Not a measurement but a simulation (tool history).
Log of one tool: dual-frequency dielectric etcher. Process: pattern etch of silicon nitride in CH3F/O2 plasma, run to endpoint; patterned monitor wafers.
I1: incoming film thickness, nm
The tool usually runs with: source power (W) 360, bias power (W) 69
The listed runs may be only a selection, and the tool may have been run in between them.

{"run": 1, "day": 0.0, "source power (W)": 360, "bias power (W)": 69, "I1": 79.4, "endpoint time (s)": 105.4}
{"run": 2, "day": 2.062, "source power (W)": 360, "bias power (W)": 69, "I1": 78.6, "endpoint time (s)": 103.7}
{"run": 3, "day": 3.462, "source power (W)": 360, "bias power (W)": 69, "I1": 77.7, "endpoint time (s)": 104.2}
{"day": 5.133, "done": "wet clean of the chamber"}
{"run": 4, "day": 11.646, "source power (W)": 360, "bias power (W)": 69, "I1": 79.4, "endpoint time (s)": 102.7}
{"run": 5, "day": 14.35, "source power (W)": 360, "bias power (W)": 69, "I1": 77.7, "endpoint time (s)": 99}
{"run": 6, "day": 17.012, "source power (W)": 390, "bias power (W)": 69, "I1": 78.9, "endpoint time (s)": 99.1}
{"run": 7, "day": 19.625, "source power (W)": 360, "bias power (W)": 69, "I1": 79.9, "endpoint time (s)": 104.7}
{"run": 8, "day": 21.371, "source power (W)": 360, "bias power (W)": 69, "I1": 78.7, "endpoint time (s)": 104.3}
{"day": 25.467, "done": "wet clean of the chamber"}
{"run": 9, "day": 27.117, "source power (W)": 360, "bias power (W)": 69, "I1": 78.3, "endpoint time (s)": 101}
{"run": 10, "day": 28.742, "source power (W)": 360, "bias power (W)": 69, "I1": 78.2, "endpoint time (s)": 99.9}
{"run": 11, "day": 30.054, "source power (W)": 360, "bias power (W)": 69, "I1": 78, "endpoint time (s)": 101.2}
{"day": 31.067, "done": "source power generator calibrated"}
{"run": 12, "day": 32.896, "source power (W)": 360, "bias power (W)": 69, "I1": 78.7, "endpoint time (s)": 101.9}
{"run": 13, "day": 33.933, "source power (W)": 360, "bias power (W)": 62, "I1": 78.8, "endpoint time (s)": 104.1}
{"run": 14, "day": 36.321, "source power (W)": 280, "bias power (W)": 80, "I1": 78.2, "endpoint time (s)": 111.7}
{"day": 39.058, "done": "upper electrode replaced"}
{"run": 15, "day": 39.092, "source power (W)": 340, "bias power (W)": 75, "I1": 78.1, "endpoint time (s)": 103.5}
{"run": 16, "day": 41.7, "source power (W)": 360, "bias power (W)": 69, "I1": 78.8, "endpoint time (s)": 104.8}
{"run": 17, "day": 44.025, "source power (W)": 360, "bias power (W)": 69, "I1": 77.8, "endpoint time (s)": 103.6}
{"day": 45.179, "done": "wet clean of the chamber"}
{"run": 18, "day": 45.2, "source power (W)": 360, "bias power (W)": 69, "I1": 78.4, "endpoint time (s)": 100.9}
{"day": 46.079, "done": "bias power generator calibrated"}
{"run": 19, "day": 47.817, "source power (W)": 400, "bias power (W)": 58, "I1": 78.3, "endpoint time (s)": 100.2}
{"run": 20, "day": 50.004, "source power (W)": 360, "bias power (W)": 55, "I1": 78.5, "endpoint time (s)": 108.3}
{"run": 21, "day": 52.858, "source power (W)": 420, "bias power (W)": 55, "I1": 78.9, "endpoint time (s)": 101.7}
{"run": 22, "day": 53.979, "source power (W)": 280, "bias power (W)": 59, "I1": 78.7, "endpoint time (s)": 124.1}
{"run": 23, "day": 55.675, "source power (W)": 360, "bias power (W)": 69, "I1": 79.6, "endpoint time (s)": 105.3}
{"run": 24, "day": 58.621, "source power (W)": 440, "bias power (W)": 82, "I1": 78.5, "endpoint time (s)": 88.9}
{"run": 25, "day": 60.342, "source power (W)": 360, "bias power (W)": 69, "I1": 78.7, "endpoint time (s)": 105.7}
{"run": 26, "day": 62.229, "source power (W)": 310, "bias power (W)": 69, "I1": 79.2, "endpoint time (s)": 114.7}

What if the next run were any one of these 3? Each begins from the tool's condition after run 26:
{"run": "A", "day": 62.25, "source power (W)": 360, "bias power (W)": 69, "I1": 78.3, "endpoint time (s)": "?"}
{"run": "B", "day": 62.25, "source power (W)": 420, "bias power (W)": 56, "I1": 78.3, "endpoint time (s)": "?"}
{"run": "C", "day": 62.25, "source power (W)": 410, "bias power (W)": 79, "I1": 78.3, "endpoint time (s)": "?"}

run=A endpoint_time_(s)=104.7
run=B endpoint_time_(s)=102.7
run=C endpoint_time_(s)=94
With the hidden condition removed and each run's random variation left untouched, the same runs would have given:
run=A endpoint_time_(s)=99.8
run=B endpoint_time_(s)=97.9
run=C endpoint_time_(s)=89.6
